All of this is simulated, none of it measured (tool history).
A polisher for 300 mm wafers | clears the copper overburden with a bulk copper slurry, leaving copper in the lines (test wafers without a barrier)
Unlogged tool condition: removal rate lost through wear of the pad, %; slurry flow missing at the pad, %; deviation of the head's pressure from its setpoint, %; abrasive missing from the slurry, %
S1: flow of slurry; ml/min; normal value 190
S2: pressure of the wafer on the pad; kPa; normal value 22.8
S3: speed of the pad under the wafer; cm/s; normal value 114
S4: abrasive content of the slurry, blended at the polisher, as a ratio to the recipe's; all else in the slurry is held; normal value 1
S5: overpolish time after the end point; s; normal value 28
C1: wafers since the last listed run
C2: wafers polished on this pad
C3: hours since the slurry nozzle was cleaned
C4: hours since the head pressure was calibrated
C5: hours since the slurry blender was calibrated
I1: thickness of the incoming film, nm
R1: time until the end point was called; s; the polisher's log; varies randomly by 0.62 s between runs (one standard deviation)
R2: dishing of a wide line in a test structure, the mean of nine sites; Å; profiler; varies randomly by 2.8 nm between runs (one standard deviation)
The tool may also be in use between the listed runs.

run,day,S1,S2,S3,S4,S5,C1,C2,C3,C4,C5,I1,R1,R2
1,0,190,22.8,114,1,28,0,3734,448.7,202.5,136.8,917,64.3,1258
2,1.85,190,22.8,114,1,28,569,4304,493.1,246.9,181.2,918.7,63.6,1240
3,3.196,190,22.8,114,1,28,414,4718,525.4,279.2,213.5,929.5,65.9,1235
# day 4.133: worn pad replaced by a new one
4,5.233,190,22.8,114,1,28,576,338,574.3,328.1,262.4,922.7,66.5,1230
# day 6.4: slurry nozzle cleaned
5,7.908,190,22.8,114,1,28,811,1150,36.2,392.3,326.6,915.5,67.7,1220
6,9.183,190,22.8,114,1,28,392,1542,66.8,422.9,357.2,902.8,69.9,1193
# day 10.462: slurry blender recalibrated
7,10.708,190,22.8,114,1,28,444,1986,103.4,459.5,5.9,910.8,61.9,1260
8,12.421,190,22.8,114,1,28,527,2514,144.5,500.6,47,919.3,62.7,1224
9,15.554,190,22.8,114,1,28,965,3479,219.7,575.8,122.2,916.1,63.2,1257
10,17.325,190,22.8,114,1,28,545,4024,262.2,618.3,164.7,927.4,63.9,1262
# day 18.062: worn pad replaced by a new one
11,19.683,190,22.8,114,1,28,675,498,318.8,674.9,221.3,905.7,65.1,1259
12,21.158,220,22.8,114,1,28,454,952,354.2,710.3,256.7,907.1,63.1,1303
13,23.004,215,22.8,102,1,28,568,1521,398.5,754.6,301,919.8,74.1,1207
# day 27.304: slurry blender recalibrated
14,28.733,130,22.8,114,1,28,1738,3260,536,892.1,34.3,909.2,66.3,1276
15,30.9,190,27.6,124,1.3,42,667,3927,588,944.1,86.3,896.7,45.8,1481
# day 31.333: slurry nozzle cleaned
# day 32.354: worn pad replaced by a new one
16,33.45,230,15.2,74,0.8,28,721,337,50.8,1005.3,147.5,905.2,137,843
17,34.717,190,15.9,148,0.75,23,390,727,81.2,1035.7,177.9,923.4,78.7,1028
18,36.438,190,22.8,114,1,28,530,1257,122.5,1077,219.2,907.9,64.2,1215
19,38.929,190,22.8,88,1,23,767,2025,182.3,1136.8,279,919.5,82.1,1096
20,40,190,22.8,114,1,28,329,2354,208,1162.5,304.7,903.5,65.3,1215
# day 41.083: head pressure recalibrated
21,41.888,190,22.8,114,1,16,555,2910,253.3,19.3,350,917.7,68.1,983
22,43.004,190,22.8,82,1,28,343,3254,280.1,46.1,376.8,917.7,91,1147
# day 44.925: slurry blender recalibrated
# day 46.05: worn pad replaced by a new one
23,46.071,190,22.8,114,1,28,867,6,353.7,119.7,27.5,909.2,63.9,1232
24,47.05,190,22.8,114,0.8,38,301,307,377.2,143.2,51,910.6,67.1,1324
25,48.517,220,22.8,146,1.15,13,451,759,412.4,178.4,86.2,902.7,48,1075
26,51.408,190,22.8,136,1.2,28,890,1649,481.8,247.8,155.6,901.5,52.5,1326
# day 51.558: slurry nozzle cleaned
27,54.167,190,29.6,82,1,28,836,2486,62.6,314,221.8,928.5,67,1324
28,55.983,190,22.8,98,1,28,559,3046,106.2,357.6,265.4,919.6,76.7,1235

Expected results for the next run?
29,57.529,190,22.8,114,1,28,476,3522,143.3,394.7,302.5,910.3,?,?

Run 29 produced R1 65.6 s, R2 1236 Å.
Minus the tool's unlogged condition, the same run would have read R1 61.2 s, R2 1257 Å.
